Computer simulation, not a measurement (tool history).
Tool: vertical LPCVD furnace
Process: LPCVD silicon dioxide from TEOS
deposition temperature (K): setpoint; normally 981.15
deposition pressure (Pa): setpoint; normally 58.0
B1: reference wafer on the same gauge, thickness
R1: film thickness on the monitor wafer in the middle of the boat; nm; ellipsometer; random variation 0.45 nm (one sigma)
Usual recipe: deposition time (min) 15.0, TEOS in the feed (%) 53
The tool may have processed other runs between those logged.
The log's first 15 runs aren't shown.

{"run": 16, "hour": 390.8, "deposition temperature (K)": 986.15, "deposition pressure (Pa)": 66.7, "deposition time (min)": 15.0, "TEOS in the feed (%)": 49, "B1": 160.81, "R1": 179.1}
{"hour": 425.6, "done": "pressure gauge zeroed"}
{"run": 17, "hour": 426.1, "deposition temperature (K)": 981.15, "deposition pressure (Pa)": 62.0, "deposition time (min)": 15.0, "TEOS in the feed (%)": 53, "B1": 160.95, "R1": 160.74}
{"run": 18, "hour": 437.7, "deposition temperature (K)": 981.15, "deposition pressure (Pa)": 58.0, "deposition time (min)": 15.0, "TEOS in the feed (%)": 53, "B1": 161.17, "R1": 155.91}
{"hour": 518.9, "done": "thermocouples replaced and temperature profile calibrated"}
{"run": 19, "hour": 531.6, "deposition temperature (K)": 972.15, "deposition pressure (Pa)": 48.7, "deposition time (min)": 15.0, "TEOS in the feed (%)": 53, "B1": 161.1, "R1": 107.72}
{"run": 20, "hour": 550.1, "deposition temperature (K)": 981.15, "deposition pressure (Pa)": 50.7, "deposition time (min)": 15.0, "TEOS in the feed (%)": 53, "B1": 160.91, "R1": 134.71}
{"run": 21, "hour": 578.6, "deposition temperature (K)": 981.15, "deposition pressure (Pa)": 58.0, "deposition time (min)": 15.0, "TEOS in the feed (%)": 53, "B1": 160.98, "R1": 145.54}
{"run": 22, "hour": 611.2, "deposition temperature (K)": 981.15, "deposition pressure (Pa)": 69.3, "deposition time (min)": 15.0, "TEOS in the feed (%)": 59, "B1": 160.93, "R1": 167.42}
{"run": 23, "hour": 638.8, "deposition temperature (K)": 977.15, "deposition pressure (Pa)": 46.0, "deposition time (min)": 15.0, "TEOS in the feed (%)": 48, "B1": 161.04, "R1": 111.71}
{"run": 24, "hour": 673.3, "deposition temperature (K)": 976.15, "deposition pressure (Pa)": 58.0, "deposition time (min)": 20.0, "TEOS in the feed (%)": 53, "B1": 160.93, "R1": 171.99}
{"run": 25, "hour": 707.7, "deposition temperature (K)": 985.15, "deposition pressure (Pa)": 70.0, "deposition time (min)": 18.5, "TEOS in the feed (%)": 60, "B1": 161.02, "R1": 227.56}
{"run": 26, "hour": 721.4, "deposition temperature (K)": 981.15, "deposition pressure (Pa)": 51.3, "deposition time (min)": 15.0, "TEOS in the feed (%)": 60, "B1": 160.96, "R1": 145.43}
{"run": 27, "hour": 737.2, "deposition temperature (K)": 981.15, "deposition pressure (Pa)": 58.0, "deposition time (min)": 15.0, "TEOS in the feed (%)": 53, "B1": 161.13, "R1": 144.29}
{"run": 28, "hour": 779.7, "deposition temperature (K)": 981.15, "deposition pressure (Pa)": 62.7, "deposition time (min)": 15.0, "TEOS in the feed (%)": 53, "B1": 161.07, "R1": 150.18}

Expected results for the next run?
{"run": 29, "hour": 804.9, "deposition temperature (K)": 991.15, "deposition pressure (Pa)": 68.0, "deposition time (min)": 19.5, "TEOS in the feed (%)": 61, "B1": "?", "R1": "?"}

B1: 161.30
R1: 274.61 nm
Were there no unlogged condition in the tool, this run, its random variation unchanged, would have produced R1 270.45 nm.
